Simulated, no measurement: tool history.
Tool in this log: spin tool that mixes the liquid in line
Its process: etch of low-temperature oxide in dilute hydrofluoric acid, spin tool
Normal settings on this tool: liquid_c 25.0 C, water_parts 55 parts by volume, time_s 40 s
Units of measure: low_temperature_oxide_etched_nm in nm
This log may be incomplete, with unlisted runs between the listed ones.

run,hour,liquid_c,water_parts,time_s,"read-back film thickness of the low-temperature oxide reference wafer, read on the same gauge (nm)",low_temperature_oxide_etched_nm
1,0.0,25.0,55,40,129.99,14.19
2,18.0,25.0,70,40,130.01,10.90
3,33.3,25.0,55,40,130.01,14.00
4,65.9,25.0,55,40,129.99,14.07
5,85.5,25.0,55,40,129.99,14.11
6,117.9,25.0,55,40,129.99,14.10
7,137.8,27.5,55,40,130.01,15.67
# hour 147.3: gauge calibrated
# hour 165.0: thermometer replaced
8,170.2,23.0,35,55,130.02,32.04
# hour 177.0: hydrofluoric acid flow meter replaced
9,193.8,28.5,85,25,129.94,6.93
10,221.4,22.0,55,40,130.00,13.82
11,249.3,25.0,55,40,130.01,15.59
12,267.8,27.5,70,40,130.04,13.34
13,289.7,26.5,55,30,129.98,12.35
14,304.4,21.5,35,60,130.04,32.43
15,337.6,25.0,55,40,130.05,15.60

Hidden state or all else? Some run-to-run changes of low_temperature_oxide_etched_nm, split into what the settings, what came in and random variation would give without the hidden state, and what is left for the hidden state (with any gauge scatter that isn't in both results):
Hidden state present: liquid colder than its thermometer reads (K); hydrofluoric acid flow below the setpoint (%); gauge reads high (%).
Run 7 -> 8: liquid_c 27.5 -> 23.0, water_parts 55 -> 35, time_s 40 -> 55, gauge calibrated, thermometer replaced. low_temperature_oxide_etched_nm +16.37 nm: hidden state +1.63, all else +14.74.
Run 8 -> 9: liquid_c 23.0 -> 28.5, water_parts 35 -> 85, time_s 55 -> 25, hydrofluoric acid flow meter replaced. low_temperature_oxide_etched_nm -25.11 nm: hidden state +0.18, all else -25.29.
